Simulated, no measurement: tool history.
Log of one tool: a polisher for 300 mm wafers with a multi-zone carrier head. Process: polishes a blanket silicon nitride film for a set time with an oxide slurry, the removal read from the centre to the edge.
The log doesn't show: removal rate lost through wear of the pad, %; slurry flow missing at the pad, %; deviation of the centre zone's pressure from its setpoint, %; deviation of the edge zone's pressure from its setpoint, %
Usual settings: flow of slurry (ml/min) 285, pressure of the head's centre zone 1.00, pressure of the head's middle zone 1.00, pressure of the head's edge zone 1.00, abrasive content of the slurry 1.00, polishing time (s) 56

run,day,flow of slurry (ml/min),pressure of the head's centre zone,pressure of the head's middle zone,pressure of the head's edge zone,abrasive content of the slurry,polishing time (s),wafers since the last listed run,wafers polished on this pad,hours since the slurry nozzle was cleaned,hours since the centre zone pressure was calibrated,hours since the edge zone pressure was calibrated,hours since the carrier head's membrane was replaced,"incoming thickness of the incoming film, nm",film removed at the wafer's centre (nm),film removed at mid-radius (nm),film removed at the wafer's edge (nm)
1,0.000,285,1.00,1.00,1.00,1.00,56,0,1881,91.2,166.8,150.8,471.3,258.3,30.4,29.4,30.3
2,1.617,285,1.00,1.00,1.00,1.00,56,247,2128,130.0,205.6,189.6,510.1,254.4,30.8,30.0,30.1
3,3.142,355,1.11,1.00,1.00,1.00,45,233,2362,166.6,242.2,226.2,546.7,259.8,27.5,24.5,25.1
4,4.350,285,1.05,1.00,1.00,1.15,56,185,2547,195.6,271.2,255.2,575.7,259.2,34.0,32.4,31.9
5,7.067,360,1.00,1.00,1.00,1.00,56,416,2963,260.8,336.4,320.4,640.9,256.4,31.7,30.3,30.9
6,8.762,285,1.07,0.88,0.91,1.00,45,259,3223,301.5,377.1,361.1,681.6,261.7,26.1,21.9,23.6
7,11.492,285,0.90,1.10,1.00,1.00,72,418,3641,367.0,442.6,426.6,747.1,262.5,36.4,42.0,39.5
# day 12.267: worn pad replaced by a new one
8,12.708,355,1.00,1.00,0.93,1.00,56,160,67,396.2,471.8,455.8,776.3,261.6,31.4,30.8,29.8
9,14.042,285,1.06,0.91,1.00,1.00,46,204,271,428.2,503.8,487.8,808.3,255.5,26.3,22.5,24.5
# day 15.171: edge zone pressure recalibrated
# day 18.179: centre zone pressure recalibrated
10,22.429,360,1.00,1.00,0.92,1.00,56,1259,1531,629.5,102.0,174.2,1009.6,261.6,31.4,30.9,29.9
11,24.917,285,1.10,1.00,1.00,1.00,49,381,1912,689.2,161.7,233.9,1069.3,260.7,28.6,26.2,26.6
# day 27.400: carrier head's membrane replaced by a new one
12,27.442,285,1.07,1.00,1.07,1.00,47,354,2267,749.8,222.3,294.5,1.0,255.6,27.4,25.1,26.4
13,30.321,200,1.04,0.90,1.00,1.20,56,441,2708,818.9,291.4,363.6,70.1,255.3,32.1,27.8,31.3
14,32.062,285,1.08,0.93,0.96,1.00,48,266,2975,860.7,333.2,405.4,111.9,254.7,27.8,23.7,25.5
# day 32.617: slurry nozzle cleaned
# day 34.029: worn pad replaced by a new one
15,34.458,285,1.07,1.11,1.04,1.00,56,335,66,44.2,390.7,462.9,169.4,264.3,32.9,33.6,31.1
16,37.150,285,1.00,1.00,1.00,1.00,56,412,478,108.8,455.3,527.5,234.0,255.2,30.8,30.1,29.9
17,38.804,285,1.00,0.92,1.00,1.00,56,253,731,148.5,495.0,567.2,273.7,260.3,30.9,27.7,30.4
# day 40.483: edge zone pressure recalibrated
18,41.283,285,1.00,1.11,1.04,1.00,56,367,1098,208.0,554.5,19.2,333.2,262.7,30.7,32.7,30.7
19,43.788,245,1.00,1.00,1.00,1.00,56,383,1482,268.1,614.6,79.3,393.3,256.0,29.9,29.1,29.5
20,45.896,285,1.00,1.00,1.00,1.15,56,323,1805,318.7,665.2,129.9,443.9,263.4,32.5,31.8,32.3
# day 46.208: centre zone pressure recalibrated
21,53.942,285,1.00,1.00,0.96,1.25,56,1219,3025,511.8,185.6,323.0,637.0,259.6,33.3,32.6,31.9
22,54.971,285,1.00,1.00,1.00,1.00,56,157,3183,536.5,210.3,347.7,661.7,265.4,30.5,29.7,30.3

Some steps in film removed at the wafer's centre (nm) between neighbouring runs. How much of each would the tool show without its hidden state too (settings, what came in, random variation), and how much is left for the hidden state, with any gauge scatter that isn't in both results?
Run 3 -> 4: flow of slurry (ml/min) 355 -> 285, pressure of the head's centre zone 1.11 -> 1.05, abrasive content of the slurry 1.00 -> 1.15, polishing time (s) 45 -> 56. film removed at the wafer's centre (nm) +6.5: hidden state -0.2, all else +6.7.
Run 6 -> 7: pressure of the head's centre zone 1.07 -> 0.90, pressure of the head's middle zone 0.88 -> 1.10, pressure of the head's edge zone 0.91 -> 1.00, polishing time (s) 45 -> 72. film removed at the wafer's centre (nm) +10.3: hidden state -0.4, all else +10.7.
Run 12 -> 13: flow of slurry (ml/min) 285 -> 200, pressure of the head's centre zone 1.07 -> 1.04, pressure of the head's middle zone 1.00 -> 0.90, pressure of the head's edge zone 1.07 -> 1.00, abrasive content of the slurry 1.00 -> 1.20, polishing time (s) 47 -> 56. film removed at the wafer's centre (nm) +4.7: hidden state -0.5, all else +5.2.
Run 13 -> 14: flow of slurry (ml/min) 200 -> 285, pressure of the head's centre zone 1.04 -> 1.08, pressure of the head's middle zone 0.90 -> 0.93, pressure of the head's edge zone 1.00 -> 0.96, abrasive content of the slurry 1.20 -> 1.00, polishing time (s) 56 -> 48. film removed at the wafer's centre (nm) -4.3: hidden state +0.5, all else -4.8.
